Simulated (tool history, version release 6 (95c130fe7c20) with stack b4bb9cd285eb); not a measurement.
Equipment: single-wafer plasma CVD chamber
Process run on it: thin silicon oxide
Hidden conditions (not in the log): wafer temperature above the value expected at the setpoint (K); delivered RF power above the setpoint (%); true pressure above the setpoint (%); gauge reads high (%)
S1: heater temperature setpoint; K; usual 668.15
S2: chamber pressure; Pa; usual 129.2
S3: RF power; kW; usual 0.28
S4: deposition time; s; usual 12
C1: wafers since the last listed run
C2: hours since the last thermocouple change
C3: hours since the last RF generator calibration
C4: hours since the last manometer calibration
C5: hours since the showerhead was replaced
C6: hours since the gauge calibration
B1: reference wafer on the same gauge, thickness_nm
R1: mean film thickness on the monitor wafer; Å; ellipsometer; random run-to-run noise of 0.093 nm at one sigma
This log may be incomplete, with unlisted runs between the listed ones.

| run | hour | S1 | S2 | S3 | S4 | C1 | C2 | C3 | C4 | C5 | C6 | B1 | R1 |
|---|---|---|---|---|---|---|---|---|---|---|---|---|---|
| 1 | 0 | 673.15 | 129.2 | 0.28 | 12 | 0 | 81.4 | 438.2 | 1054.7 | 4363.9 | 700.2 | 17.885 | 213 |
| 2 | 41.1 | 668.15 | 138.1 | 0.28 | 12 | 805 | 122.5 | 479.3 | 1095.8 | 4405 | 741.3 | 17.888 | 225.15 |
| 3 | 103.9 | 668.15 | 138.1 | 0.28 | 12 | 1230 | 185.3 | 542.1 | 1158.6 | 4467.8 | 804.1 | 17.893 | 226.48 |
| 4 | 152.1 | 668.15 | 129.2 | 0.28 | 12 | 944 | 233.5 | 590.3 | 1206.8 | 4516 | 852.3 | 17.932 | 214.83 |
| 5 | 221.4 | 668.15 | 129.2 | 0.28 | 12 | 1358 | 302.8 | 659.6 | 1276.1 | 4585.3 | 921.6 | 17.916 | 213.52 |
| 6 | 277.2 | 675.15 | 129.2 | 0.28 | 12 | 1093 | 358.6 | 715.4 | 1331.9 | 4641.1 | 977.4 | 17.913 | 212.43 |
| 7 | 341.8 | 668.15 | 129.2 | 0.28 | 12 | 1265 | 423.2 | 780 | 1396.5 | 4705.7 | 1042 | 17.927 | 213.59 |
| 8 | 548.3 | 668.15 | 129.2 | 0.3 | 12 | 4046 | 629.7 | 986.5 | 1603 | 4912.2 | 1248.5 | 17.927 | 217.79 |
| 9 | 576.1 | 668.15 | 129.2 | 0.28 | 11.2 | 544 | 657.5 | 1014.3 | 1630.8 | 4940 | 1276.3 | 17.903 | 198.63 |
| 10 | 632.3 | 668.15 | 129.2 | 0.28 | 11.2 | 1101 | 713.7 | 1070.5 | 1687 | 4996.2 | 1332.5 | 17.929 | 199.33 |
| 11 | 669.7 | 668.15 | 120.3 | 0.245 | 12 | 732 | 751.1 | 1107.9 | 1724.4 | 5033.6 | 1369.9 | 17.889 | 184.04 |
| 12 | 703.3 | 677.15 | 107.1 | 0.23 | 12 | 658 | 784.7 | 1141.5 | 1758 | 5067.2 | 1403.5 | 17.879 | 154.89 |
|  | 763.1 | thermocouple changed; heater temperature recalibrated |
|  | 788.7 | RF generator calibrated |
| 13 | 841.1 | 679.15 | 118.3 | 0.335 | 13.6 | 2386 | 78 | 52.4 | 1895.8 | 5205 | 1541.3 | 17.866 | 242.64 |
| 14 | 881.5 | 668.15 | 129.2 | 0.28 | 12 | 791 | 118.4 | 92.8 | 1936.2 | 5245.4 | 1581.7 | 17.902 | 218.42 |
|  | 898.1 | gauge calibrated |
| 15 | 951.6 | 668.15 | 129.2 | 0.28 | 12 | 1373 | 188.5 | 162.9 | 2006.3 | 5315.5 | 53.5 | 17.904 | 217.96 |
|  | 1018.8 | showerhead replaced |
| 16 | 1022.7 | 668.15 | 146.4 | 0.28 | 12 | 1236 | 259.6 | 234 | 2077.4 | 3.9 | 124.6 | 17.933 | 241.84 |
|  | 1060.7 | capacitance manometer re-zeroed and calibrated |
| 17 | 1087.7 | 668.15 | 151.3 | 0.245 | 12 | 1117 | 324.6 | 299 | 27 | 68.9 | 189.6 | 17.912 | 233.16 |
| 18 | 1153.8 | 656.15 | 112.3 | 0.325 | 12 | 1295 | 390.7 | 365.1 | 93.1 | 135 | 255.7 | 17.892 | 199.19 |
| 19 | 1189.3 | 668.15 | 139.5 | 0.245 | 12 | 695 | 426.2 | 400.6 | 128.6 | 170.5 | 291.2 | 17.926 | 215.79 |
| 20 | 1237.7 | 672.15 | 153.3 | 0.32 | 10 | 948 | 474.6 | 449 | 177 | 218.9 | 339.6 | 17.845 | 217.19 |
| 21 | 1297.1 | 668.15 | 129.2 | 0.28 | 12 | 1164 | 534 | 508.4 | 236.4 | 278.3 | 399 | 17.938 | 213.16 |
| 22 | 1327.7 | 668.15 | 110.7 | 0.28 | 12 | 599 | 564.6 | 539 | 267 | 308.9 | 429.6 | 17.91 | 180.13 |
| 23 | 1370 | 668.15 | 129.2 | 0.28 | 12 | 828 | 606.9 | 581.3 | 309.3 | 351.2 | 471.9 | 17.89 | 216.22 |

4 ways to go on from here, each from the tool as it stands after run 23. What would each give?
| A | 1370.4 | 668.15 | 129.2 | 0.28 | 12 | 7 | 607.3 | 581.7 | 309.7 | 351.6 | 472.3 | ? | ? |
| B | 1370.4 | 678.15 | 157.9 | 0.23 | 11.2 | 7 | 607.3 | 581.7 | 309.7 | 351.6 | 472.3 | ? | ? |
| C | 1370.4 | 668.15 | 129.2 | 0.28 | 11.1 | 7 | 607.3 | 581.7 | 309.7 | 351.6 | 472.3 | ? | ? |
| D | 1370.4 | 668.15 | 104.3 | 0.23 | 12 | 7 | 607.3 | 581.7 | 309.7 | 351.6 | 472.3 | ? | ? |

| run | B1 | R1 |
|---|---|---|
| A | 17.926 | 213.59 |
| B | 17.926 | 210.87 |
| C | 17.926 | 197.61 |
| D | 17.926 | 152.06 |
Without the tool's unlogged condition, the same runs would have read:
| run | R1 |
|---|---|
| A | 220.66 |
| B | 218.37 |
| C | 204.16 |
| D | 157.46 |
